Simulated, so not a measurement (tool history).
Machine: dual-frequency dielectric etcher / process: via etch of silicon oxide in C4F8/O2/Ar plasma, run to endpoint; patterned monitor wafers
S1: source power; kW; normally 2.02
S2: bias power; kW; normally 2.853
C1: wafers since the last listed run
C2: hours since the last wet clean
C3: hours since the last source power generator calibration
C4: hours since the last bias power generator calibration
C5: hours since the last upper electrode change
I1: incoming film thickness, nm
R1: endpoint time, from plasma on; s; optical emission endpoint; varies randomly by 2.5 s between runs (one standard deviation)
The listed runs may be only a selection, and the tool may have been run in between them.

| run | hour | S1 | S2 | C1 | C2 | C3 | C4 | C5 | I1 | R1 |
|---|---|---|---|---|---|---|---|---|---|---|
| 1 | 0 | 2.02 | 2.853 | 0 | 355.9 | 1538.5 | 1424.9 | 4682.8 | 1916.4 | 349.1 |
| 2 | 13.8 | 2.02 | 2.853 | 71 | 369.7 | 1552.3 | 1438.7 | 4696.6 | 1927.6 | 350 |
| 3 | 30.1 | 2.27 | 2.853 | 84 | 386 | 1568.6 | 1455 | 4712.9 | 1937.3 | 336.9 |
| 4 | 46.1 | 2.27 | 2.853 | 82 | 402 | 1584.6 | 1471 | 4728.9 | 1941 | 337.2 |
| 5 | 53.8 | 2.27 | 2.853 | 39 | 409.7 | 1592.3 | 1478.7 | 4736.6 | 1955 | 341.5 |
| 6 | 68 | 2.02 | 2.674 | 73 | 423.9 | 1606.5 | 1492.9 | 4750.8 | 1941.7 | 354.8 |
|  | 103 | wet clean of the chamber |
| 7 | 103.5 | 2.02 | 2.674 | 59 | 0.5 | 1642 | 1528.4 | 4786.3 | 1923.4 | 355.5 |
| 8 | 103.9 | 2.2 | 2.372 | 2 | 0.9 | 1642.4 | 1528.8 | 4786.7 | 1945.3 | 361.4 |
|  | 108.6 | bias power generator calibrated |
| 9 | 109.1 | 2.02 | 2.853 | 6 | 6.1 | 1647.6 | 0.5 | 4791.9 | 1958.8 | 354.9 |
|  | 114.2 | source power generator calibrated |
| 10 | 118.6 | 2.02 | 2.853 | 28 | 15.6 | 4.4 | 10 | 4801.4 | 1929.3 | 348.2 |
| 11 | 131.4 | 2.02 | 2.853 | 66 | 28.4 | 17.2 | 22.8 | 4814.2 | 1936.7 | 344.6 |
| 12 | 146.7 | 2.02 | 2.853 | 79 | 43.7 | 32.5 | 38.1 | 4829.5 | 1922.8 | 345.5 |
| 13 | 158.1 | 2.27 | 2.853 | 58 | 55.1 | 43.9 | 49.5 | 4840.9 | 1934.8 | 338.3 |
|  | 188.7 | upper electrode replaced |
| 14 | 189.2 | 2.02 | 2.853 | 36 | 86.2 | 75 | 80.6 | 0.5 | 1906.3 | 346.8 |
| 15 | 189.6 | 2.02 | 2.853 | 2 | 86.6 | 75.4 | 81 | 0.9 | 1926.6 | 350.7 |
| 16 | 190.3 | 2.42 | 2.189 | 3 | 87.3 | 76.1 | 81.7 | 1.6 | 1936.9 | 350.2 |
| 17 | 207.7 | 1.67 | 2.853 | 90 | 104.7 | 93.5 | 99.1 | 19 | 1930.7 | 374.3 |
| 18 | 222.8 | 2.02 | 2.853 | 78 | 119.8 | 108.6 | 114.2 | 34.1 | 1941.8 | 350 |
| 19 | 233.3 | 1.79 | 2.483 | 54 | 130.3 | 119.1 | 124.7 | 44.6 | 1941.4 | 383.9 |
| 20 | 243.9 | 1.81 | 3.314 | 54 | 140.9 | 129.7 | 135.3 | 55.2 | 1926.7 | 346.9 |
| 21 | 256.1 | 2.42 | 2.853 | 63 | 153.1 | 141.9 | 147.5 | 67.4 | 1922.3 | 329.4 |
| 22 | 266.5 | 2.37 | 2.255 | 53 | 163.5 | 152.3 | 157.9 | 77.8 | 1932.5 | 349 |
| 23 | 273.4 | 1.87 | 2.588 | 35 | 170.4 | 159.2 | 164.8 | 84.7 | 1931.4 | 367.5 |

Hidden state, per run?
etch rate over this chamber's usual, %: 0 on each run
source power that arrives over what is set, %: 0 on each run
bias power that arrives over what is set, %: 0 on each run
